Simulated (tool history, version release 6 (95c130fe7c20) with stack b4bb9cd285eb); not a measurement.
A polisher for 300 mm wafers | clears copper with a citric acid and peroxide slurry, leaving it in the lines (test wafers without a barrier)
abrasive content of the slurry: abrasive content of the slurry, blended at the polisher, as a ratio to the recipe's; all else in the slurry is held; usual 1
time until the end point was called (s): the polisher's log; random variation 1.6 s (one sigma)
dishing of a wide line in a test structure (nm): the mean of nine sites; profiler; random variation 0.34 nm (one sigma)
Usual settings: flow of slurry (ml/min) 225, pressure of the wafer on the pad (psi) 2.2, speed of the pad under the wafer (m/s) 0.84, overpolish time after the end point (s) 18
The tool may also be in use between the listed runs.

run,hour,flow of slurry (ml/min),pressure of the wafer on the pad (psi),speed of the pad under the wafer (m/s),abrasive content of the slurry,overpolish time after the end point (s),"incoming thickness of the incoming film, nm",time until the end point was called (s),dishing of a wide line in a test structure (nm)
1,0,225,2.2,0.84,1,18,108,77,15.3
2,32.3,225,2.2,0.84,1,18,110.5,80.4,15.3
3,56.6,225,2.2,0.84,1,18,111,79.2,15.6
4,96.6,185,2.2,0.98,1,18,109.2,67.8,17.4
5,161.6,185,2.2,0.98,1,18,109.1,67.9,17.8
# hour 164.9: slurry blender recalibrated
# hour 192.3: worn pad replaced by a new one
6,230.8,185,2.2,0.98,1,18,110.1,68.8,17.5
7,282.2,225,2.2,0.84,1,18,108.1,74.6,16.6
# hour 322: slurry nozzle cleaned
8,483.8,200,2.2,0.84,1,18,109.5,78.5,16
# hour 532.6: slurry blender recalibrated
9,545.6,225,2.8,0.72,1,18,109.3,69.3,16.4
# hour 559.6: worn pad replaced by a new one
10,587.2,245,2.2,0.84,1,14,110.4,73.3,13.4
11,648.8,245,2.2,0.84,1,14,110.2,75.4,13.5
# hour 723.4: slurry nozzle cleaned
12,847.8,225,2.2,0.84,1,18,110,72.2,16.7
# hour 873.5: worn pad replaced by a new one
# hour 905.1: slurry blender recalibrated
13,911.1,250,2.2,0.98,0.85,18,109.3,62.3,17.9
14,964.6,225,2.2,0.84,1,18,110.5,74.6,16.8
# hour 1002.3: head pressure recalibrated
15,1010.9,190,2.2,0.68,1,18,111,98.1,12.8
16,1059.8,225,2.2,0.84,1.1,21,110.2,72.6,19
# hour 1162.2: worn pad replaced by a new one
# hour 1185: slurry nozzle cleaned
17,1204.1,300,3,0.58,1,29,109.4,79.4,23.6
# hour 1215.5: slurry blender recalibrated
18,1296.8,225,1.9,0.64,1,18,108.7,106.6,11
19,1345.6,300,2.2,0.84,1.25,18,112.5,68.1,17.1
20,1372.1,225,2.2,0.6,1,11,109.8,107,7.8
21,1431,250,2.2,0.98,0.85,18,108.4,66.2,18
# hour 1453.1: worn pad replaced by a new one
22,1487.3,225,2.2,0.84,0.9,23,109.6,75.9,20.4
23,1535.6,270,2.2,0.84,1,18,110.6,73.2,16.7
# hour 1583.3: slurry blender recalibrated
24,1615.3,175,2.2,0.84,1.1,24,108.9,72.4,21.4

Some steps in time until the end point was called (s) between neighbouring runs. How much of each would the tool show without its hidden state too (settings, what came in, random variation), and how much is left for the hidden state, with any gauge scatter that isn't in both results?
The hidden state here: removal rate lost through wear of the pad, %; slurry flow missing at the pad, %; deviation of the head's pressure from its setpoint, %; abrasive missing from the slurry, %.
Run 14 -> 15: flow of slurry (ml/min) 225 -> 190, speed of the pad under the wafer (m/s) 0.84 -> 0.68, head pressure recalibrated. time until the end point was called (s) +23.5: hidden state +3.7, all else +19.8.
Run 19 -> 20: flow of slurry (ml/min) 300 -> 225, speed of the pad under the wafer (m/s) 0.84 -> 0.6, abrasive content of the slurry 1.25 -> 1, overpolish time after the end point (s) 18 -> 11. time until the end point was called (s) +38.9: hidden state -2.4, all else +41.3.
Run 20 -> 21: flow of slurry (ml/min) 225 -> 250, speed of the pad under the wafer (m/s) 0.6 -> 0.98, abrasive content of the slurry 1 -> 0.85, overpolish time after the end point (s) 11 -> 18. time until the end point was called (s) -40.8: hidden state +2, all else -42.8.
